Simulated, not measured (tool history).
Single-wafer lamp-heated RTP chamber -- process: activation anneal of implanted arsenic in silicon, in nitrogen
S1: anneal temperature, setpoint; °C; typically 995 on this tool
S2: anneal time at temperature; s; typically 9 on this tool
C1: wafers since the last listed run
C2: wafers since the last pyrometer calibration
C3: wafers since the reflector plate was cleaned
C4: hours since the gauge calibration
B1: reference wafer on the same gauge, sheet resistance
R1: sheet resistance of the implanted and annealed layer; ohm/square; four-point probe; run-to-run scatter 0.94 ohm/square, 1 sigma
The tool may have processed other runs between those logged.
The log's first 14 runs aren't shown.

run	hour	S1	S2	C1	C2	C3	C4	B1	R1
15	408.8	995	9	508	515	1246	803.6	180.12	171.52
16	422.5	995	9	206	722	1453	817.3	179.78	172.33
17	453.7	995	9	470	1192	1924	848.5	179.96	171.87
18	476.3	967	12	340	1533	2265	871.1	180.03	188.57
19	509.4	1019	6	499	2033	2764	904.2	179.83	164.81
# hour 529: gauge calibrated
20	540.5	1005	14	469	2502	3233	11.5	180.09	150.96
21	557.7	995	9	259	2761	3493	28.7	180.02	171.54
# hour 567.7: reflector plate cleaned
22	582.6	995	9	254	3016	225	53.6	180.2	172.25
23	595.4	995	9	193	3210	418	66.4	180.07	173.12
24	626.1	1021	12	463	3673	881	97.1	179.78	144.4
25	654.7	1023	9	431	4104	1313	125.7	180.33	150.88
26	684.9	1016	5	455	4560	1768	155.9	180.28	171.4
27	716.4	984	7	475	5035	2244	187.4	180.29	186.44
28	746.8	986	14	458	5494	2702	217.8	179.99	168.61
29	768.2	1003	5	322	5817	3025	239.2	179.98	182.43
30	790.5	967	12	336	6153	3362	261.5	179.99	187.87
# hour 805.9: reflector plate cleaned
31	865.6	995	13	1012	7166	899	336.6	180.1	163.19
# hour 878.8: pyrometer window cleaned and pyrometer calibrated
32	892.9	995	5	291	212	1191	363.9	180.14	185.85
33	920	1010	11	408	620	1600	391	180.13	155.55

Here are 4 independent what-if runs from the current tool condition. What would each one return?
A	920.4	1025	9	6	626	1606	391.4	?	?
B	920.4	995	6	6	626	1606	391.4	?	?
C	920.4	1011	7	6	626	1606	391.4	?	?
D	920.4	995	11	6	626	1606	391.4	?	?

run	B1	R1
A	180.29	149.75
B	180.29	183.74
C	180.29	167.69
D	180.29	168.46
Without the tool's unlogged condition, the same runs would have read:
run	R1
A	149.75
B	183.74
C	167.69
D	168.46

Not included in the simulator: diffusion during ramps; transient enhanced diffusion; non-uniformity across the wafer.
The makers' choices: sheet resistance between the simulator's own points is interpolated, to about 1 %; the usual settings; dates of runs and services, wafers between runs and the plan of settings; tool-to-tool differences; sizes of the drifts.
